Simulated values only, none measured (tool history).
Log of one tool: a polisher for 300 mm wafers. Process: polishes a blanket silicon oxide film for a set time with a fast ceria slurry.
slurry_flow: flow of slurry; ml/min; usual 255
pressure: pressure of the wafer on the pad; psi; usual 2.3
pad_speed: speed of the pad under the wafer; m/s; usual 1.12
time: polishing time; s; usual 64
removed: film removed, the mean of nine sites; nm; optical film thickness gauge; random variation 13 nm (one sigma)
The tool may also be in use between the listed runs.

run,hour,slurry_flow,pressure,pad_speed,time,"incoming thickness of the incoming film, nm",removed
1,0.0,255,2.3,1.12,64,3524.3,1112.8
2,37.5,255,2.3,1.12,48,3500.2,829.0
3,74.4,255,2.3,1.12,48,3499.9,818.2
4,126.9,295,1.9,1.12,64,3494.0,919.2
5,204.1,295,1.9,1.12,64,3478.5,927.1
# hour 278.0: worn pad replaced by a new one
6,309.4,255,2.3,1.12,64,3526.1,1099.7
7,353.6,255,2.3,1.12,64,3461.4,1083.2
8,408.0,255,2.3,1.32,64,3556.8,1230.7
# hour 508.2: head pressure recalibrated
9,515.4,230,2.1,1.12,64,3511.3,990.1
10,600.7,230,2.1,1.12,64,3526.2,946.3
11,701.9,205,2.3,1.12,64,3454.6,1049.2
# hour 737.1: slurry nozzle cleaned
12,751.8,255,2.3,1.12,64,3432.8,1106.4
13,811.9,255,2.3,1.12,64,3568.6,1105.0
14,854.8,255,2.3,1.12,64,3510.0,1118.1
15,909.4,255,2.3,1.12,64,3490.8,1123.0
# hour 953.1: worn pad replaced by a new one
16,968.0,255,2.3,1.12,47,3509.1,800.5
17,1044.3,255,2.3,1.12,64,3514.6,1106.2
18,1136.8,255,3.0,0.90,64,3530.3,1209.4
19,1180.8,230,2.3,1.12,64,3538.4,1087.9
20,1278.5,255,2.3,1.12,81,3457.8,1376.9
21,1343.2,255,2.3,1.12,64,3544.0,1069.7
# hour 1393.7: slurry nozzle cleaned
22,1412.4,255,2.3,0.76,49,3545.0,647.4
23,1689.2,255,1.9,1.12,53,3465.8,741.3
24,1738.3,255,2.3,1.12,64,3514.0,1086.2
# hour 1741.4: head pressure recalibrated
# hour 1771.8: worn pad replaced by a new one
25,1803.6,255,2.7,1.12,64,3517.4,1296.6
26,2053.7,255,2.3,1.12,64,3534.1,1073.1
27,2144.2,255,2.7,0.90,64,3437.5,1064.6
# hour 2211.6: slurry nozzle cleaned
28,2236.4,255,2.3,1.12,64,3463.5,1091.2
29,2272.7,255,1.9,1.12,80,3496.5,1154.7

Run 30 comes next. What will it give?
30,2378.4,320,1.7,0.80,70,3547.6,?

removed: 708.7 nm
Without the tool's hidden state the same run would have given removed 711.5 nm.
